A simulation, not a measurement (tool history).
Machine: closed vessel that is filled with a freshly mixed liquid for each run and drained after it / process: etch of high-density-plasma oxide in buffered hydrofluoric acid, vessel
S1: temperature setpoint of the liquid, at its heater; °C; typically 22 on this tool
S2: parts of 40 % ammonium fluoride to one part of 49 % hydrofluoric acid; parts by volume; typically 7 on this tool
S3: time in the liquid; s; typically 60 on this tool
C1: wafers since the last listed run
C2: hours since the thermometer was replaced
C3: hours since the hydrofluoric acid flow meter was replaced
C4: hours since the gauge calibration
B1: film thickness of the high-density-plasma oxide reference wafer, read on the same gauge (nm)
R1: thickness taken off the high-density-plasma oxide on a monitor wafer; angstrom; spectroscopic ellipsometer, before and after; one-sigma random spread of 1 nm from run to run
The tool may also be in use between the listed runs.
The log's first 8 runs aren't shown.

run,hour,S1,S2,S3,C1,C2,C3,C4,B1,R1
9,636.3,22,7,85,12884,2250.4,973.6,230,30.01,1775.9
10,703.9,22,5,75,4159,2318,1041.2,297.6,30.02,2113
11,728,22,8,60,1482,2342.1,1065.3,321.7,30.01,1052.4
12,773.4,19.5,7,90,2793,2387.5,1110.7,367.1,30,1595.9
13,798.3,20,7,35,1532,2412.4,1135.6,392,29.94,640.4
14,852,23.5,5,40,3304,2466.1,1189.3,445.7,29.96,1192.7
# hour 867.6: thermometer replaced
15,919.6,22,7,85,4097,52,1256.9,513.3,30.01,1734.5
16,964.1,22,7,60,2738,96.5,1301.4,557.8,30,1209.4
17,1009.7,19,5.5,75,2805,142.1,1347,603.4,30.01,1606.1
18,1071.9,22,7,60,3827,204.3,1409.2,665.6,29.93,1207.1
19,1109.3,22,7,60,2301,241.7,1446.6,703,30.03,1210.6
20,1178.5,20,7,30,4257,310.9,1515.8,772.2,29.98,540.5
21,1238.7,18,8,40,3704,371.1,1576,832.4,29.97,557.8
22,1265.7,24.5,6,85,1661,398.1,1603,859.4,30.04,2269.6
23,1308.1,22,7,60,2608,440.5,1645.4,901.8,29.95,1188.3
# hour 1354.2: hydrofluoric acid flow meter replaced
24,1366.3,26.5,7,50,3519,498.7,12.1,960,30.02,1364.8
25,1420.4,20,7,60,3328,552.8,66.2,1014.1,30.02,1148.7
26,1599.8,27,7,85,11038,732.2,245.6,1193.5,30.04,2366
27,1671.5,24,5.5,85,4411,803.9,317.3,1265.2,30.02,2476.2
28,1735.9,22,7,60,3962,868.3,381.7,1329.6,30.04,1236.4
29,1777.3,22,7,30,2547,909.7,423.1,1371,30.01,628.4
30,1822.7,22,7,40,2793,955.1,468.5,1416.4,29.96,835.6
31,1874,23.5,5,40,3156,1006.4,519.8,1467.7,30.02,1199

Below are 4 alternative next runs, each starting from the tool's condition after run 31. Predict each:
A,1874.7,19,7,60,43,1007.1,520.5,1468.4,?,?
B,1874.7,22,6,75,43,1007.1,520.5,1468.4,?,?
C,1874.7,25,7,60,43,1007.1,520.5,1468.4,?,?
D,1874.7,22,5.5,30,43,1007.1,520.5,1468.4,?,?

run,B1,R1
A,29.98,1050.8
B,29.98,1792.5
C,29.98,1463.3
D,29.98,772.5
Without the tool's hidden state the same runs would have given:
run,R1
A,1105.1
B,1866.1
C,1538.8
D,803.6

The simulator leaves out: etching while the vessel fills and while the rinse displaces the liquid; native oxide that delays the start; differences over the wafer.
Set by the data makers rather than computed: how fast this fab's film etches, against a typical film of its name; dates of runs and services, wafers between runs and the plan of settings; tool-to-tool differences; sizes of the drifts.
